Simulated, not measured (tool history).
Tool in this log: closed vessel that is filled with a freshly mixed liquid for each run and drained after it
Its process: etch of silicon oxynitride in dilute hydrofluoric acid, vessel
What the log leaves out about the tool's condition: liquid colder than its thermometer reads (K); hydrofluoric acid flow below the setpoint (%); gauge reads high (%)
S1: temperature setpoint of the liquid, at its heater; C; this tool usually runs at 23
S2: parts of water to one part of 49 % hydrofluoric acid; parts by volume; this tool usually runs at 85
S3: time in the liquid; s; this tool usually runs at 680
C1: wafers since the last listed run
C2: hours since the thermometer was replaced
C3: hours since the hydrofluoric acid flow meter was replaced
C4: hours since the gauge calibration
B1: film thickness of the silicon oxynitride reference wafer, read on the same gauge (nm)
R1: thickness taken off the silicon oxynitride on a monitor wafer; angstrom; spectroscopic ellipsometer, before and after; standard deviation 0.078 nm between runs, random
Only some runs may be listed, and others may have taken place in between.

run	day	S1	S2	S3	C1	C2	C3	C4	B1	R1
1	0	23	85	415	0	2133.6	1865.2	212.3	30	105.7
2	0.508	23	85	415	850	2145.8	1877.4	224.5	30.03	106.7
3	1.004	23	85	680	829	2157.7	1889.3	236.4	30.01	174
4	1.608	24.5	85	680	1010	2172.2	1903.8	250.9	29.98	188.1
5	2.146	23	65	850	899	2185.1	1916.7	263.8	29.95	290.4
6	2.754	23	65	850	1017	2199.7	1931.3	278.4	30.07	289.6
7	3.479	21.5	85	680	1212	2217.1	1948.7	295.8	30.02	161.4
8	3.883	21.5	85	680	676	2226.8	1958.4	305.5	30.04	161.3
# day 4.321: thermometer replaced
9	4.625	21.5	85	680	1171	7.3	1976.2	323.3	30.05	182.4
10	5.246	23	85	485	1038	22.2	1991.1	338.2	30.06	139.9
11	5.904	23	85	485	1101	38	2006.9	354	29.99	140.6
12	6.367	23	85	485	773	49.1	2018	365.1	29.99	138.9
13	6.788	21	85	1005	703	59.2	2028.1	375.2	29.97	263
14	7.529	23	105	680	1240	77	2045.9	393	30.02	154.3
15	7.796	20	100	860	446	83.4	2052.3	399.4	29.98	178.9
16	8.458	20	105	1010	1108	99.3	2068.2	415.3	29.99	200
# day 9.104: gauge calibrated
17	9.183	20	100	860	1212	116.7	2085.6	1.9	29.98	180.1
18	9.904	23	95	680	1205	134	2102.9	19.2	30.01	173.7
# day 10.325: hydrofluoric acid flow meter replaced
19	10.475	27	70	500	885	147.7	3.6	32.9	30.02	211.4
20	11.142	23	85	680	1115	163.7	19.6	48.9	30.02	195.5
21	12.95	23	50	680	3025	207.1	63	92.3	30.01	339.4
22	13.354	23	85	415	676	216.8	72.7	102	30.01	118.8
23	14.008	23	85	465	1094	232.5	88.4	117.7	30.02	132.3
24	14.338	20	110	375	550	240.4	96.3	125.6	30.02	70.2
25	14.662	27.5	85	355	543	248.2	104.1	133.4	30.01	125.2
26	15.058	23	85	680	662	257.7	113.6	142.9	29.97	192.7
27	16.383	23	85	470	2216	289.5	145.4	174.7	29.95	133
28	17.212	26	85	680	1387	309.4	165.3	194.6	30.03	222
29	17.504	27	125	310	487	316.4	172.3	201.6	30.02	69.4
30	17.758	26	125	510	425	322.5	178.4	207.7	29.99	109.9
31	18.221	23	85	300	773	333.6	189.5	218.8	30	85.1
32	18.679	23	85	920	766	344.6	200.5	229.8	30	262.6

Consider 5 possible next runs. They are alternatives, not a sequence: every one starts from the tool as it was left by run 32. What does each give?
A	18.712	23	110	680	55	345.4	201.3	230.6	?	?
B	18.712	26	120	980	55	345.4	201.3	230.6	?	?
C	18.712	25.5	55	360	55	345.4	201.3	230.6	?	?
D	18.712	21.5	100	680	55	345.4	201.3	230.6	?	?
E	18.712	23	85	1015	55	345.4	201.3	230.6	?	?

run	B1	R1
A	30.01	144.8
B	30.01	218.4
C	30.01	181
D	30.01	149.4
E	30.01	285.4
The same runs, with their run-to-run variation unchanged, on a tool lacking any hidden condition would have given:
run	R1
A	148.7
B	224
C	185.8
D	153.4
E	293
